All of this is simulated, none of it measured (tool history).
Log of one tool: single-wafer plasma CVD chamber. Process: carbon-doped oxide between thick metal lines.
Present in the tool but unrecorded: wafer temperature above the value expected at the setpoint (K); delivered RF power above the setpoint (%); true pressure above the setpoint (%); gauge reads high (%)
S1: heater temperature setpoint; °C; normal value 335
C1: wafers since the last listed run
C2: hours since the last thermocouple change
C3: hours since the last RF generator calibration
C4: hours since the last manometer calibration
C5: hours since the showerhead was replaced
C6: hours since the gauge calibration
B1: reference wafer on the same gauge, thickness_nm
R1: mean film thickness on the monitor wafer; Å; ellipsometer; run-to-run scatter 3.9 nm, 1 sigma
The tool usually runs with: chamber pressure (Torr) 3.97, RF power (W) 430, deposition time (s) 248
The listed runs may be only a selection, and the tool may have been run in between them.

run 1 hour=0.0 | S1=335 chamber_pressure_(Torr)=3.97 RF_power_(W)=430 deposition_time_(s)=248 | C1=0 C2=397.3 C3=609.1 C4=364.3 C5=4964.9 C6=1127.5 | B1=1067.584 | R1=9415.26
run 2 hour=43.8 | S1=335 chamber_pressure_(Torr)=3.97 RF_power_(W)=430 deposition_time_(s)=231 | C1=285 C2=441.1 C3=652.9 C4=408.1 C5=5008.7 C6=1171.3 | B1=1067.344 | R1=8779.00
run 3 hour=84.2 | S1=335 chamber_pressure_(Torr)=3.97 RF_power_(W)=400 deposition_time_(s)=248 | C1=263 C2=481.5 C3=693.3 C4=448.5 C5=5049.1 C6=1211.7 | B1=1066.714 | R1=9005.54
run 4 hour=138.6 | S1=335 chamber_pressure_(Torr)=3.97 RF_power_(W)=400 deposition_time_(s)=248 | C1=355 C2=535.9 C3=747.7 C4=502.9 C5=5103.5 C6=1266.1 | B1=1067.064 | R1=8998.53
run 5 hour=166.6 | S1=335 chamber_pressure_(Torr)=3.97 RF_power_(W)=400 deposition_time_(s)=248 | C1=182 C2=563.9 C3=775.7 C4=530.9 C5=5131.5 C6=1294.1 | B1=1067.148 | R1=8944.87
run 6 hour=190.9 | S1=335 chamber_pressure_(Torr)=3.97 RF_power_(W)=430 deposition_time_(s)=248 | C1=158 C2=588.2 C3=800.0 C4=555.2 C5=5155.8 C6=1318.4 | B1=1067.048 | R1=9398.28
run 7 hour=252.4 | S1=335 chamber_pressure_(Torr)=3.97 RF_power_(W)=430 deposition_time_(s)=248 | C1=401 C2=649.7 C3=861.5 C4=616.7 C5=5217.3 C6=1379.9 | B1=1067.280 | R1=9368.02
run 8 hour=318.8 | S1=335 chamber_pressure_(Torr)=3.97 RF_power_(W)=430 deposition_time_(s)=220 | C1=433 C2=716.1 C3=927.9 C4=683.1 C5=5283.7 C6=1446.3 | B1=1066.834 | R1=8282.81
run 9 hour=359.3 | S1=335 chamber_pressure_(Torr)=3.97 RF_power_(W)=430 deposition_time_(s)=220 | C1=264 C2=756.6 C3=968.4 C4=723.6 C5=5324.2 C6=1486.8 | B1=1067.012 | R1=8283.87
-- hour=371.1 RF generator calibrated
run 10 hour=403.4 | S1=335 chamber_pressure_(Torr)=3.97 RF_power_(W)=430 deposition_time_(s)=231 | C1=235 C2=800.7 C3=32.3 C4=767.7 C5=5368.3 C6=1530.9 | B1=1066.787 | R1=8962.88
run 11 hour=456.3 | S1=335 chamber_pressure_(Torr)=3.97 RF_power_(W)=430 deposition_time_(s)=248 | C1=345 C2=853.6 C3=85.2 C4=820.6 C5=5421.2 C6=1583.8 | B1=1067.641 | R1=9555.90
run 12 hour=489.4 | S1=335 chamber_pressure_(Torr)=3.97 RF_power_(W)=410 deposition_time_(s)=248 | C1=216 C2=886.7 C3=118.3 C4=853.7 C5=5454.3 C6=1616.9 | B1=1067.099 | R1=9266.26
run 13 hour=517.3 | S1=322 chamber_pressure_(Torr)=4.40 RF_power_(W)=505 deposition_time_(s)=261 | C1=182 C2=914.6 C3=146.2 C4=881.6 C5=5482.2 C6=1644.8 | B1=1067.370 | R1=11567.57
-- hour=518.8 gauge calibrated
run 14 hour=559.1 | S1=335 chamber_pressure_(Torr)=3.97 RF_power_(W)=505 deposition_time_(s)=248 | C1=272 C2=956.4 C3=188.0 C4=923.4 C5=5524.0 C6=40.3 | B1=1067.171 | R1=10305.17
run 15 hour=598.4 | S1=341 chamber_pressure_(Torr)=3.97 RF_power_(W)=380 deposition_time_(s)=248 | C1=256 C2=995.7 C3=227.3 C4=962.7 C5=5563.3 C6=79.6 | B1=1066.231 | R1=8691.83
run 16 hour=644.5 | S1=350 chamber_pressure_(Torr)=3.17 RF_power_(W)=430 deposition_time_(s)=262 | C1=300 C2=1041.8 C3=273.4 C4=1008.8 C5=5609.4 C6=125.7 | B1=1066.616 | R1=9278.51
run 17 hour=714.5 | S1=335 chamber_pressure_(Torr)=3.97 RF_power_(W)=430 deposition_time_(s)=248 | C1=456 C2=1111.8 C3=343.4 C4=1078.8 C5=5679.4 C6=195.7 | B1=1066.519 | R1=9364.73
-- hour=739.4 thermocouple changed; heater temperature recalibrated
run 18 hour=771.8 | S1=335 chamber_pressure_(Torr)=3.97 RF_power_(W)=430 deposition_time_(s)=248 | C1=321 C2=32.4 C3=400.7 C4=1136.1 C5=5736.7 C6=253.0 | B1=1067.304 | R1=9434.95
-- hour=907.7 capacitance manometer re-zeroed and calibrated
-- hour=920.9 showerhead replaced
run 19 hour=921.9 | S1=335 chamber_pressure_(Torr)=4.83 RF_power_(W)=495 deposition_time_(s)=248 | C1=875 C2=182.5 C3=550.8 C4=14.2 C5=1.0 C6=403.1 | B1=1065.817 | R1=10384.90
run 20 hour=980.2 | S1=342 chamber_pressure_(Torr)=3.08 RF_power_(W)=510 deposition_time_(s)=296 | C1=380 C2=240.8 C3=609.1 C4=72.5 C5=59.3 C6=461.4 | B1=1067.056 | R1=11713.74
run 21 hour=1045.0 | S1=341 chamber_pressure_(Torr)=3.07 RF_power_(W)=395 deposition_time_(s)=286 | C1=422 C2=305.6 C3=673.9 C4=137.3 C5=124.1 C6=526.2 | B1=1066.864 | R1=9800.35
run 22 hour=1107.7 | S1=349 chamber_pressure_(Torr)=4.88 RF_power_(W)=490 deposition_time_(s)=274 | C1=409 C2=368.3 C3=736.6 C4=200.0 C5=186.8 C6=588.9 | B1=1067.192 | R1=10938.70

Run 23 comes next. What will it give?
run 23 hour=1132.1 | S1=345 chamber_pressure_(Torr)=4.61 RF_power_(W)=510 deposition_time_(s)=248 | C1=159 C2=392.7 C3=761.0 C4=224.4 C5=211.2 C6=613.3 | B1=? | R1=?

Run 23 came out at B1 1066.450, R1 10142.57 Å.
The same run, on a tool lacking any hidden state, would have yielded R1 10790.46 Å.
